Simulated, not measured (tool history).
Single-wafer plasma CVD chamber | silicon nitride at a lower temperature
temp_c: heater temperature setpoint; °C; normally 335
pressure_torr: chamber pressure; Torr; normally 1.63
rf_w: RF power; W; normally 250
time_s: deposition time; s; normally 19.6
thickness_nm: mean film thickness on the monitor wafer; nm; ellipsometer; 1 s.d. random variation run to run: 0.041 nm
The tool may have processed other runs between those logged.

run	hour	temp_c	pressure_torr	rf_w	time_s	read-back reference wafer on the same gauge, thickness_nm	thickness_nm
1	0.0	335	1.63	250	19.6	21.209	18.135
2	35.5	335	1.63	250	19.6	21.195	18.165
3	62.9	335	1.63	250	19.6	21.185	18.246
4	93.4	335	1.63	250	19.6	21.206	18.155
5	116.0	335	1.63	250	19.6	21.204	18.093
6	202.3	335	1.63	285	19.6	21.202	20.223
7	221.0	335	1.63	285	19.6	21.180	20.264
8	237.3	335	1.63	300	19.6	21.200	20.853
9	265.2	335	1.63	250	20.7	21.182	19.709
10	285.7	335	1.63	250	19.6	21.199	18.722
11	342.7	335	1.63	290	19.6	21.203	20.376
12	358.9	335	1.91	250	17.7	21.199	17.733
13	381.1	335	1.63	250	19.6	21.221	18.699
14	400.5	323	1.44	295	16.7	21.192	17.106

Not shown here: 5 entries made in the log between runs. Locate each between two listed runs and compare the hidden state at the listed run before it with the hidden state at the listed run after it:
Runs 5 to 6: thermocouple changed; heater temperature recalibrated (hour 146.8); RF generator calibrated (hour 158.6); capacitance manometer re-zeroed and calibrated (hour 161.3); showerhead replaced (hour 195.1)
  delivered RF power above the setpoint (%): -6.7 -> -1.36
  measured value less the no-hidden-state value, thickness_nm: -0.770 -> -0.162 nm
Runs 8 to 9: gauge calibrated (hour 261.2)
  delivered RF power above the setpoint (%): -1.37 -> -1.38
  measured value less the no-hidden-state value, thickness_nm: -0.168 -> -0.166 nm
